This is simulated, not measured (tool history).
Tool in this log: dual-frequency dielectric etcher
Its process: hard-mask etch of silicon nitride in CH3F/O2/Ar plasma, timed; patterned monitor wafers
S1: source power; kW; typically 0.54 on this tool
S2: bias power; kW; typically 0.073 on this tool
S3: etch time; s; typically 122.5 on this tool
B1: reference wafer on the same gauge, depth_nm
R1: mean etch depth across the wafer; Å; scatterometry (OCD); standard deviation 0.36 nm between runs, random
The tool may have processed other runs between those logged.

Run 1, hour 0: usual settings but S2 0.065 kW; B1 84. Result: R1 1038 Å.
At hour 25.7: bias power generator calibrated.
At hour 28.5: wet clean of the chamber.
Run 2, hour 29: usual settings but S1 0.63 kW, S2 0.081 kW; B1 84. Result: R1 1094 Å.
Run 3, hour 29.4: usual settings but S1 0.63 kW, S2 0.081 kW; B1 84. Result: R1 1100 Å.
Run 4, hour 37.4: usual settings; B1 84.1. Result: R1 1023 Å.
Run 5, hour 45.3: usual settings; B1 84. Result: R1 1024 Å.
Run 6, hour 61.9: usual settings but S3 104 s; B1 84. Result: R1 873 Å.
Run 7, hour 74.6: usual settings but S1 0.64 kW, S3 133 s; B1 84. Result: R1 1178 Å.
Run 8, hour 83.5: usual settings; B1 84. Result: R1 1035 Å.
Run 9, hour 94.5: usual settings; B1 83.9. Result: R1 1031 Å.
At hour 125.2: upper electrode replaced.
Run 10, hour 125.7: usual settings but S1 0.67 kW, S3 143.5 s; B1 84. Result: R1 1288 Å.
Run 11, hour 126: usual settings but S1 0.65 kW, S2 0.089 kW; B1 84. Result: R1 1140 Å.
Run 12, hour 128.6: usual settings but S2 0.082 kW, S3 110.5 s; B1 83.9. Result: R1 954 Å.
Run 13, hour 135.6: usual settings; B1 84. Result: R1 1033 Å.
Run 14, hour 143.9: usual settings but S3 102 s; B1 83.9. Result: R1 857 Å.
Run 15, hour 160.6: usual settings; B1 84. Result: R1 1034 Å.
Run 16, hour 169: usual settings; B1 84. Result: R1 1036 Å.
Run 17, hour 176.3: usual settings but S1 0.45 kW, S2 0.084 kW, S3 145 s; B1 84. Result: R1 1200 Å.
At hour 180.7: gauge calibrated.
Run 18, hour 186.1: usual settings but S1 0.43 kW, S2 0.089 kW, S3 150.5 s; B1 84. Result: R1 1249 Å.
Run 19, hour 199.6: usual settings; B1 83.9. Result: R1 1031 Å.
At hour 208.2: source power generator calibrated.
Run 20, hour 208.7: usual settings; B1 84. Result: R1 1036 Å.
Run 21, hour 222.8: usual settings but S1 0.65 kW, S2 0.089 kW, S3 97 s; B1 84. Result: R1 906 Å.
Run 22, hour 231.2: usual settings but S1 0.46 kW, S2 0.055 kW, S3 111 s; B1 84. Result: R1 851 Å.
Run 23, hour 244.7: usual settings but S1 0.65 kW, S2 0.066 kW; B1 84. Result: R1 1074 Å.
Run 24, hour 261.4: usual settings but S1 0.43 kW, S2 0.088 kW, S3 154 s; B1 84.1. Result: R1 1286 Å.
Run 25, hour 268.3: usual settings but S2 0.087 kW, S3 145 s; B1 84.1. Result: R1 1275 Å.
Run 26, hour 284.7: usual settings but S1 0.59 kW, S2 0.064 kW, S3 151 s; B1 84. Result: R1 1284 Å.

Run 27 comes next. What will it give?
Run 27, hour 297.4: usual settings but S1 0.65 kW, S2 0.078 kW, S3 156 s; B1 ?. Result: R1 ?.

{"run 27": {"B1": 84, "R1": 1425}}
Minus the tool's unlogged condition, the same run would have read R1 1396 Å.
